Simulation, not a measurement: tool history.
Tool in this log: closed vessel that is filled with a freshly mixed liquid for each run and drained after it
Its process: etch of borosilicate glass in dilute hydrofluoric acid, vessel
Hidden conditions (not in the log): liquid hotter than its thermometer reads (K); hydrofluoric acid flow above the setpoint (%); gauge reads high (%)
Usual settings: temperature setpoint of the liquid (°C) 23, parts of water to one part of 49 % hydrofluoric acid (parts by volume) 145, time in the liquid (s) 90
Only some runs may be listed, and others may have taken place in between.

run	hour	temperature setpoint of the liquid (°C)	parts of water to one part of 49 % hydrofluoric acid (parts by volume)	time in the liquid (s)	wafers since the last listed run	hours since the thermometer was replaced	hours since the hydrofluoric acid flow meter was replaced	hours since the gauge calibration	read-back film thickness of the borosilicate glass reference wafer, read on the same gauge (nm)	thickness taken off the borosilicate glass on a monitor wafer (Å)
1	0	23	110	90	0	1856.9	552.6	917.7	80.07	267.1
2	42.7	23	110	90	5595	1899.6	595.3	960.4	80	265
3	92.2	23	145	90	6486	1949.1	644.8	1009.9	79.97	194.9
4	143.6	23	145	90	6735	2000.5	696.2	1061.3	80.04	193.3
5	206.5	23	145	90	8243	2063.4	759.1	1124.2	80.05	194
6	238	23	145	90	4128	2094.9	790.6	1155.7	80	192.9
7	377.6	23	145	90	18294	2234.5	930.2	1295.3	80.02	192.1
8	414.1	23	145	90	4783	2271	966.7	1331.8	80	195.6
9	477.3	23	145	90	8282	2334.2	1029.9	1395	80.03	192.7
# hour 502.8: thermometer replaced
10	527.6	23	145	90	6460	24.8	1080.2	1445.3	79.98	193.6
11	586.7	19.5	145	90	7745	83.9	1139.3	1504.4	80.01	168.6
12	722.6	23	145	60	17809	219.8	1275.2	1640.3	79.97	128.5
13	754.6	23	185	125	4193	251.8	1307.2	1672.3	80	202.6
14	793.4	23	145	90	5084	290.6	1346	1711.1	79.96	192.1
15	850.7	23	90	90	7509	347.9	1403.3	1768.4	80.01	333.4
# hour 914.7: gauge calibrated
16	920.9	23	145	90	9199	418.1	1473.5	6.2	80.04	194.5
17	991.2	23	145	125	9212	488.4	1543.8	76.5	80	267.3
18	1036.8	23	145	110	5975	534	1589.4	122.1	80.04	239
# hour 1090.1: hydrofluoric acid flow meter replaced
19	1104.3	23	165	90	8714	601.5	14.2	189.6	79.99	166
20	1173.5	26	80	90	9068	670.7	83.4	258.8	80	429.7
21	1210.2	23	145	90	4809	707.4	120.1	295.5	79.97	194.4
22	1245.7	24.5	105	55	4652	742.9	155.6	331	80.01	181.3
23	1301.7	19.5	95	135	7338	798.9	211.6	387	79.99	407.3
24	1344.4	21.5	200	90	5595	841.6	254.3	429.7	79.93	124.6
25	1412.3	23	90	70	8898	909.5	322.2	497.6	80	257.9
26	1469.7	18.5	170	70	7522	966.9	379.6	555	80	104.2
27	1513.7	23	80	90	5766	1010.9	423.6	599	80.01	380.9
28	1568.2	25	95	55	7142	1065.4	478.1	653.5	80.01	207.8
29	1608.7	20	145	70	5307	1105.9	518.6	694	80.01	133.9
30	1632.9	27	145	90	3171	1130.1	542.8	718.2	80	226.1
31	1704.2	19	145	90	9343	1201.4	614.1	789.5	79.96	165.5
32	1754.5	26.5	100	90	6591	1251.7	664.4	839.8	79.98	337.6
33	1781.7	23	145	90	3564	1278.9	691.6	867	80.02	192.8
34	1816.2	23	145	90	4521	1313.4	726.1	901.5	79.98	192.4

Forecast each of these 3 alternatives for the next run:
A	1816.9	23	145	90	91	1314.1	726.8	902.2	?	?
B	1816.9	23	145	50	91	1314.1	726.8	902.2	?	?
C	1816.9	20.5	200	110	91	1314.1	726.8	902.2	?	?

run	read-back film thickness of the borosilicate glass reference wafer, read on the same gauge (nm)	thickness taken off the borosilicate glass on a monitor wafer (Å)
A	79.99	193.6
B	79.99	107.5
C	79.99	147
Without the tool's unlogged condition, the same runs would have read:
run	thickness taken off the borosilicate glass on a monitor wafer (Å)
A	193.6
B	107.5
C	147

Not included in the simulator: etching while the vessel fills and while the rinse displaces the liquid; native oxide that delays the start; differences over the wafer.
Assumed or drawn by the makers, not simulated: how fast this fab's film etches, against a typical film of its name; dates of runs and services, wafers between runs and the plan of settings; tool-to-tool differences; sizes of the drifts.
